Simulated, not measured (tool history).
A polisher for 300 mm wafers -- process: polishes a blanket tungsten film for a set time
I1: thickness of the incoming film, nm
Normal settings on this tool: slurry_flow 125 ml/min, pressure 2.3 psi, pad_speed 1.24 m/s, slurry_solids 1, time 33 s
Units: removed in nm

run 1 hour=0 | slurry_flow=125 pressure=2.3 pad_speed=1.24 slurry_solids=1 time=33 | I1=1452 | removed=106
-- hour=4.8 worn pad replaced by a new one
run 2 hour=7.7 | slurry_flow=125 pressure=2.3 pad_speed=1.24 slurry_solids=1 time=33 | I1=1433.1 | removed=104.2
run 3 hour=23.2 | slurry_flow=95 pressure=2.3 pad_speed=1.46 slurry_solids=0.8 time=37 | I1=1410.3 | removed=125.4
-- hour=29.3 head pressure recalibrated
-- hour=31.3 slurry blender recalibrated
-- hour=35.5 slurry tank refilled with fresh slurry and peroxide
run 4 hour=38.1 | slurry_flow=125 pressure=2.3 pad_speed=1.24 slurry_solids=0.8 time=33 | I1=1437.5 | removed=100
run 5 hour=48.3 | slurry_flow=125 pressure=2.3 pad_speed=1.24 slurry_solids=1 time=33 | I1=1435.2 | removed=105.4
run 6 hour=55.4 | slurry_flow=125 pressure=2.3 pad_speed=1.24 slurry_solids=1.1 time=33 | I1=1448.2 | removed=109.1
run 7 hour=68.3 | slurry_flow=125 pressure=2.3 pad_speed=1.12 slurry_solids=1 time=33 | I1=1407.6 | removed=94.8
run 8 hour=85.6 | slurry_flow=125 pressure=3 pad_speed=1.24 slurry_solids=1 time=33 | I1=1412.1 | removed=136.1
-- hour=116.1 worn pad replaced by a new one
run 9 hour=116.6 | slurry_flow=125 pressure=2.3 pad_speed=1.24 slurry_solids=1 time=33 | I1=1437 | removed=108.2
run 10 hour=131.4 | slurry_flow=145 pressure=2.3 pad_speed=1.52 slurry_solids=1 time=33 | I1=1452.2 | removed=136.2
run 11 hour=145.9 | slurry_flow=105 pressure=2.8 pad_speed=1.12 slurry_solids=1.25 time=33 | I1=1428.4 | removed=117.7
run 12 hour=158 | slurry_flow=125 pressure=2.3 pad_speed=1.24 slurry_solids=1 time=33 | I1=1440.2 | removed=106.3
-- hour=164.2 slurry tank refilled with fresh slurry and peroxide
run 13 hour=199.8 | slurry_flow=95 pressure=2.3 pad_speed=1.42 slurry_solids=1 time=33 | I1=1411.6 | removed=114.3
run 14 hour=216.8 | slurry_flow=115 pressure=2 pad_speed=1.24 slurry_solids=1.2 time=26 | I1=1436.7 | removed=76.5
run 15 hour=224.1 | slurry_flow=125 pressure=2.3 pad_speed=1.24 slurry_solids=1 time=33 | I1=1427.4 | removed=106.4
-- hour=228.3 worn pad replaced by a new one
run 16 hour=236.1 | slurry_flow=125 pressure=2.3 pad_speed=1.24 slurry_solids=1 time=33 | I1=1434.6 | removed=105.4
-- hour=239.9 slurry nozzle cleaned
run 17 hour=242.3 | slurry_flow=125 pressure=2.3 pad_speed=1.24 slurry_solids=0.9 time=33 | I1=1453.1 | removed=104.6
run 18 hour=254.5 | slurry_flow=125 pressure=2.3 pad_speed=1.24 slurry_solids=1 time=33 | I1=1423.7 | removed=108.9
run 19 hour=266.9 | slurry_flow=125 pressure=2.3 pad_speed=1.24 slurry_solids=1 time=33 | I1=1420.3 | removed=107.3
run 20 hour=284.1 | slurry_flow=140 pressure=2.3 pad_speed=1.24 slurry_solids=1 time=33 | I1=1401.3 | removed=109.3
run 21 hour=296.8 | slurry_flow=125 pressure=2.3 pad_speed=1.24 slurry_solids=1.2 time=39 | I1=1404.6 | removed=128
run 22 hour=306.4 | slurry_flow=125 pressure=2.3 pad_speed=1.24 slurry_solids=0.85 time=23 | I1=1437.7 | removed=71
-- hour=312.3 slurry tank refilled with fresh slurry and peroxide
run 23 hour=322.5 | slurry_flow=125 pressure=2.3 pad_speed=1.58 slurry_solids=1.15 time=33 | I1=1427.5 | removed=140.2
run 24 hour=340.3 | slurry_flow=125 pressure=2.3 pad_speed=1.24 slurry_solids=1 time=37 | I1=1440.4 | removed=119.4
-- hour=345.1 worn pad replaced by a new one
run 25 hour=351.7 | slurry_flow=125 pressure=2.3 pad_speed=0.9 slurry_solids=1 time=33 | I1=1435.5 | removed=77.9
run 26 hour=369.7 | slurry_flow=140 pressure=2.6 pad_speed=1.24 slurry_solids=1 time=33 | I1=1441 | removed=122.7
run 27 hour=376.2 | slurry_flow=125 pressure=2.3 pad_speed=1.24 slurry_solids=1 time=33 | I1=1428 | removed=107.9

3 ways to go on from here, each from the tool as it stands after run 27. What would each give?
run A hour=376.6 | slurry_flow=80 pressure=2.3 pad_speed=1.24 slurry_solids=1 time=33 | I1=1416.9 | removed=?
run B hour=376.6 | slurry_flow=125 pressure=1.6 pad_speed=0.9 slurry_solids=0.7 time=39 | I1=1416.9 | removed=?
run C hour=376.6 | slurry_flow=125 pressure=2.3 pad_speed=1.24 slurry_solids=0.7 time=33 | I1=1416.9 | removed=?

run=A removed=94.5
run=B removed=59.7
run=C removed=99.2
Without the tool's hidden state the same runs would have given:
run=A removed=94.5
run=B removed=59.7
run=C removed=99.2

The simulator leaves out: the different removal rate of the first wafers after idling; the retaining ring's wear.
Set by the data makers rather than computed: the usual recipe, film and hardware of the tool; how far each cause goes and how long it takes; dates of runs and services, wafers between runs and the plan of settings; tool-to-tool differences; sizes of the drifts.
